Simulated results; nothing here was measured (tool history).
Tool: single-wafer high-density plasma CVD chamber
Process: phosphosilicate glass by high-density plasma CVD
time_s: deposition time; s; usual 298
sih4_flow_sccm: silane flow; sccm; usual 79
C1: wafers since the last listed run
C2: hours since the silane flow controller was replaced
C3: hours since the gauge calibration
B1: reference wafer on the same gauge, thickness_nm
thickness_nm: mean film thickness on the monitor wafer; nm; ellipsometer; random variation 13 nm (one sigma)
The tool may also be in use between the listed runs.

{"run": 1, "hour": 0.0, "time_s": 298, "sih4_flow_sccm": 79, "C1": 0, "C2": 4042.1, "C3": 140.7, "B1": 2776.699, "thickness_nm": 2445.797}
{"run": 2, "hour": 35.1, "time_s": 298, "sih4_flow_sccm": 69, "C1": 191, "C2": 4077.2, "C3": 175.8, "B1": 2783.281, "thickness_nm": 2153.493}
{"run": 3, "hour": 52.5, "time_s": 298, "sih4_flow_sccm": 69, "C1": 94, "C2": 4094.6, "C3": 193.2, "B1": 2776.916, "thickness_nm": 2157.526}
{"run": 4, "hour": 82.4, "time_s": 298, "sih4_flow_sccm": 79, "C1": 162, "C2": 4124.5, "C3": 223.1, "B1": 2779.926, "thickness_nm": 2430.628}
{"run": 5, "hour": 109.1, "time_s": 298, "sih4_flow_sccm": 79, "C1": 145, "C2": 4151.2, "C3": 249.8, "B1": 2776.518, "thickness_nm": 2466.184}
{"run": 6, "hour": 123.5, "time_s": 298, "sih4_flow_sccm": 79, "C1": 78, "C2": 4165.6, "C3": 264.2, "B1": 2780.042, "thickness_nm": 2449.416}
{"run": 7, "hour": 158.1, "time_s": 298, "sih4_flow_sccm": 79, "C1": 188, "C2": 4200.2, "C3": 298.8, "B1": 2785.262, "thickness_nm": 2443.525}
{"run": 8, "hour": 176.5, "time_s": 298, "sih4_flow_sccm": 79, "C1": 100, "C2": 4218.6, "C3": 317.2, "B1": 2779.193, "thickness_nm": 2460.579}
{"run": 9, "hour": 199.3, "time_s": 298, "sih4_flow_sccm": 79, "C1": 124, "C2": 4241.4, "C3": 340, "B1": 2781.333, "thickness_nm": 2466.682}
{"run": 10, "hour": 225.8, "time_s": 298, "sih4_flow_sccm": 79, "C1": 144, "C2": 4267.9, "C3": 366.5, "B1": 2780.341, "thickness_nm": 2453.741}
{"run": 11, "hour": 254.0, "time_s": 298, "sih4_flow_sccm": 87, "C1": 153, "C2": 4296.1, "C3": 394.7, "B1": 2776.877, "thickness_nm": 2693.808}
{"run": 12, "hour": 273.8, "time_s": 329, "sih4_flow_sccm": 69, "C1": 107, "C2": 4315.9, "C3": 414.5, "B1": 2782.546, "thickness_nm": 2390.288}
{"hour": 302.9, "done": "gauge calibrated"}
{"run": 13, "hour": 304.8, "time_s": 267, "sih4_flow_sccm": 68, "C1": 168, "C2": 4346.9, "C3": 1.9, "B1": 2784.106, "thickness_nm": 1911.892}
{"hour": 325.9, "done": "silane flow controller replaced"}
{"run": 14, "hour": 326.4, "time_s": 298, "sih4_flow_sccm": 79, "C1": 74, "C2": 0.5, "C3": 23.5, "B1": 2781.85, "thickness_nm": 2463.378}
{"run": 15, "hour": 338.9, "time_s": 269, "sih4_flow_sccm": 85, "C1": 68, "C2": 13, "C3": 36, "B1": 2779.852, "thickness_nm": 2367.368}
{"run": 16, "hour": 355.8, "time_s": 356, "sih4_flow_sccm": 88, "C1": 92, "C2": 29.9, "C3": 52.9, "B1": 2778.919, "thickness_nm": 3236.329}
{"run": 17, "hour": 383.0, "time_s": 298, "sih4_flow_sccm": 90, "C1": 148, "C2": 57.1, "C3": 80.1, "B1": 2780.423, "thickness_nm": 2753.474}
{"run": 18, "hour": 396.7, "time_s": 356, "sih4_flow_sccm": 88, "C1": 74, "C2": 70.8, "C3": 93.8, "B1": 2779.521, "thickness_nm": 3215.327}
{"run": 19, "hour": 409.7, "time_s": 265, "sih4_flow_sccm": 64, "C1": 70, "C2": 83.8, "C3": 106.8, "B1": 2781.649, "thickness_nm": 1794.22}
{"run": 20, "hour": 423.0, "time_s": 327, "sih4_flow_sccm": 68, "C1": 72, "C2": 97.1, "C3": 120.1, "B1": 2778.905, "thickness_nm": 2347.099}
{"run": 21, "hour": 458.2, "time_s": 335, "sih4_flow_sccm": 73, "C1": 191, "C2": 132.3, "C3": 155.3, "B1": 2780.041, "thickness_nm": 2537.63}
{"run": 22, "hour": 493.6, "time_s": 262, "sih4_flow_sccm": 89, "C1": 192, "C2": 167.7, "C3": 190.7, "B1": 2779.676, "thickness_nm": 2401.323}
{"run": 23, "hour": 508.4, "time_s": 298, "sih4_flow_sccm": 79, "C1": 80, "C2": 182.5, "C3": 205.5, "B1": 2776.785, "thickness_nm": 2449.705}

The tool's hidden state at each run:
delivered silane flow above the setpoint (%): 0 in every run
gauge reads high (%): 0 in every run

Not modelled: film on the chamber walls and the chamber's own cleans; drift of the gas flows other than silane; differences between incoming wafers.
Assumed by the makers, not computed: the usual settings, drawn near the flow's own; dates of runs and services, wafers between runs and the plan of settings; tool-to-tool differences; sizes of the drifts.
